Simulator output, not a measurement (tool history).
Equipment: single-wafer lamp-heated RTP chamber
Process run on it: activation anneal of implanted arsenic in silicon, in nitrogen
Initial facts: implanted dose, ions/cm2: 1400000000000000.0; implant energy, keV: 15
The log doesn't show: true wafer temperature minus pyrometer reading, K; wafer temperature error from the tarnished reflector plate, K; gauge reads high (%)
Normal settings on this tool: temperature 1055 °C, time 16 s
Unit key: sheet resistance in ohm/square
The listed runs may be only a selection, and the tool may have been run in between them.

run,hour,temperature,time,wafers since the last listed run,wafers since the last pyrometer calibration,wafers since the reflector plate was cleaned,hours since the gauge calibration,"read-back reference wafer on the same gauge, sheet resistance",sheet resistance
1,0,1062,20,0,2664,7328,202.9,92.93,99.51
# hour 15.3: gauge calibrated
2,23.9,1039,16,516,3181,7845,8.6,93.1,111.91
# hour 36.7: pyrometer window cleaned and pyrometer calibrated
3,40.7,1039,16,190,86,8035,25.4,93.02,115.13
4,55.2,1055,19,313,399,8349,39.9,93,105.36
5,61.5,1055,19,136,536,8485,46.2,93.11,105.5
6,77.2,1055,19,339,875,8824,61.9,93,104.85
7,87.9,1055,16,231,1106,9055,72.6,93.01,106.83
8,102.9,1055,16,324,1430,9379,87.6,93.04,106.52
9,117.2,1055,16,309,1739,9689,101.9,92.9,106.5
10,123.5,1035,14,136,1876,9825,108.2,93.19,117.61
11,134,1035,14,226,2102,10052,118.7,93.16,117.91
# hour 150: reflector plate cleaned
12,150.5,1035,14,183,2286,11,135.2,93.12,116.53
13,157.7,1082,8,155,2442,167,142.4,92.96,106.8
14,165.1,1055,16,159,2602,327,149.8,93.06,105.86
15,172.7,1027,21,164,2766,491,157.4,93.05,112
16,182.9,1073,25,220,2986,712,167.6,92.98,93.13
# hour 202.4: pyrometer window cleaned and pyrometer calibrated
# hour 228.7: gauge calibrated
17,229.4,1055,16,832,583,1544,0.7,92.9,107.44
18,245.2,1055,21,341,924,1885,16.5,92.96,102.88
19,259.5,1055,7,309,1234,2194,30.8,93.07,122.46
20,271,1074,6,248,1482,2443,42.3,92.79,115.77
21,283.9,1055,22,278,1761,2722,55.2,93.05,101.95
22,294.2,1065,20,222,1984,2944,65.5,93.13,99.19
23,310.6,1074,16,354,2338,3299,81.9,92.93,99.32
24,327.1,1036,16,356,2695,3655,98.4,92.95,112.87

4 options for the next run, each taken on its own from the tool as it stands now. Forecast them:
A,327.5,1071,16,8,2703,3664,98.8,?,?
B,327.5,1034,10,8,2703,3664,98.8,?,?
C,327.5,1037,23,8,2703,3664,98.8,?,?
D,327.5,1084,8,8,2703,3664,98.8,?,?

run,"read-back reference wafer on the same gauge, sheet resistance",sheet resistance
A,93.21,99.76
B,93.21,122.88
C,93.21,106.43
D,93.21,106.18
The same runs, with their run-to-run variation unchanged, on a tool lacking any hidden condition would have given:
run,sheet resistance
A,102.83
B,127.57
C,110.19
D,109.42
